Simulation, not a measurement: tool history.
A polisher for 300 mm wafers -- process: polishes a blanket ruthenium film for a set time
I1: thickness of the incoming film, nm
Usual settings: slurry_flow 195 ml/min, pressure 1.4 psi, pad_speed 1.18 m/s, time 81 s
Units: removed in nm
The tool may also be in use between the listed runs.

{"run": 1, "hour": 0.0, "slurry_flow": 195, "pressure": 1.4, "pad_speed": 1.18, "time": 103, "I1": 260.3, "removed": 95.7}
{"hour": 1.6, "done": "slurry nozzle cleaned"}
{"run": 2, "hour": 31.4, "slurry_flow": 195, "pressure": 1.4, "pad_speed": 1.18, "time": 89, "I1": 259.0, "removed": 86.4}
{"run": 3, "hour": 45.3, "slurry_flow": 195, "pressure": 1.4, "pad_speed": 1.18, "time": 81, "I1": 259.1, "removed": 76.9}
{"hour": 56.9, "done": "worn pad replaced by a new one"}
{"run": 4, "hour": 58.1, "slurry_flow": 195, "pressure": 1.4, "pad_speed": 1.18, "time": 81, "I1": 261.6, "removed": 78.4}
{"run": 5, "hour": 74.2, "slurry_flow": 195, "pressure": 1.4, "pad_speed": 1.18, "time": 81, "I1": 257.2, "removed": 79.0}
{"run": 6, "hour": 108.2, "slurry_flow": 195, "pressure": 1.4, "pad_speed": 1.18, "time": 81, "I1": 259.6, "removed": 79.1}
{"run": 7, "hour": 124.4, "slurry_flow": 195, "pressure": 1.4, "pad_speed": 1.18, "time": 81, "I1": 260.1, "removed": 78.1}
{"run": 8, "hour": 171.3, "slurry_flow": 195, "pressure": 1.4, "pad_speed": 1.18, "time": 81, "I1": 261.7, "removed": 77.2}
{"hour": 184.2, "done": "worn pad replaced by a new one"}
{"run": 9, "hour": 192.0, "slurry_flow": 195, "pressure": 1.4, "pad_speed": 1.18, "time": 81, "I1": 256.3, "removed": 78.8}
{"run": 10, "hour": 217.0, "slurry_flow": 195, "pressure": 1.4, "pad_speed": 1.18, "time": 81, "I1": 263.0, "removed": 77.1}
{"hour": 229.5, "done": "head pressure recalibrated"}
{"run": 11, "hour": 252.6, "slurry_flow": 195, "pressure": 1.4, "pad_speed": 1.18, "time": 81, "I1": 263.7, "removed": 77.3}
{"run": 12, "hour": 281.0, "slurry_flow": 195, "pressure": 1.1, "pad_speed": 1.38, "time": 81, "I1": 262.2, "removed": 69.7}
{"run": 13, "hour": 316.9, "slurry_flow": 195, "pressure": 1.4, "pad_speed": 1.18, "time": 81, "I1": 255.1, "removed": 75.1}
{"hour": 323.9, "done": "worn pad replaced by a new one"}
{"hour": 340.9, "done": "slurry nozzle cleaned"}
{"run": 14, "hour": 341.4, "slurry_flow": 195, "pressure": 1.4, "pad_speed": 1.6, "time": 94, "I1": 261.6, "removed": 101.2}
{"run": 15, "hour": 371.6, "slurry_flow": 195, "pressure": 1.4, "pad_speed": 1.42, "time": 81, "I1": 262.4, "removed": 78.2}
{"run": 16, "hour": 400.6, "slurry_flow": 195, "pressure": 1.4, "pad_speed": 1.18, "time": 81, "I1": 258.4, "removed": 67.9}
{"hour": 417.7, "done": "slurry nozzle cleaned, repeated, since the last time left the tool worse"}
{"run": 17, "hour": 429.3, "slurry_flow": 230, "pressure": 1.8, "pad_speed": 1.28, "time": 97, "I1": 259.5, "removed": 126.3}
{"hour": 433.7, "done": "worn pad replaced by a new one"}
{"run": 18, "hour": 530.2, "slurry_flow": 155, "pressure": 1.2, "pad_speed": 1.18, "time": 98, "I1": 258.1, "removed": 79.8}
{"run": 19, "hour": 543.9, "slurry_flow": 195, "pressure": 1.4, "pad_speed": 1.56, "time": 100, "I1": 264.9, "removed": 118.6}
{"hour": 558.7, "done": "worn pad replaced by a new one"}
{"run": 20, "hour": 563.1, "slurry_flow": 195, "pressure": 1.6, "pad_speed": 1.18, "time": 81, "I1": 262.6, "removed": 85.8}
{"run": 21, "hour": 584.8, "slurry_flow": 215, "pressure": 1.4, "pad_speed": 1.18, "time": 81, "I1": 259.5, "removed": 78.3}
{"run": 22, "hour": 610.2, "slurry_flow": 195, "pressure": 1.7, "pad_speed": 1.18, "time": 81, "I1": 254.5, "removed": 90.0}

What if the next run were any one of these 4? Each begins from the tool's condition after run 22:
{"run": "A", "hour": 610.6, "slurry_flow": 240, "pressure": 1.4, "pad_speed": 1.18, "time": 81, "I1": 255.3, "removed": "?"}
{"run": "B", "hour": 610.6, "slurry_flow": 160, "pressure": 1.1, "pad_speed": 1.58, "time": 71, "I1": 255.3, "removed": "?"}
{"run": "C", "hour": 610.6, "slurry_flow": 225, "pressure": 1.4, "pad_speed": 1.42, "time": 81, "I1": 255.3, "removed": "?"}
{"run": "D", "hour": 610.6, "slurry_flow": 135, "pressure": 1.4, "pad_speed": 1.18, "time": 104, "I1": 255.3, "removed": "?"}

run=A removed=80.4
run=B removed=67.2
run=C removed=90.6
run=D removed=92.1
Take away the tool's hidden state, keep each run's random variation, and the runs would have read:
run=A removed=82.3
run=B removed=69.6
run=C removed=92.9
run=D removed=96.0

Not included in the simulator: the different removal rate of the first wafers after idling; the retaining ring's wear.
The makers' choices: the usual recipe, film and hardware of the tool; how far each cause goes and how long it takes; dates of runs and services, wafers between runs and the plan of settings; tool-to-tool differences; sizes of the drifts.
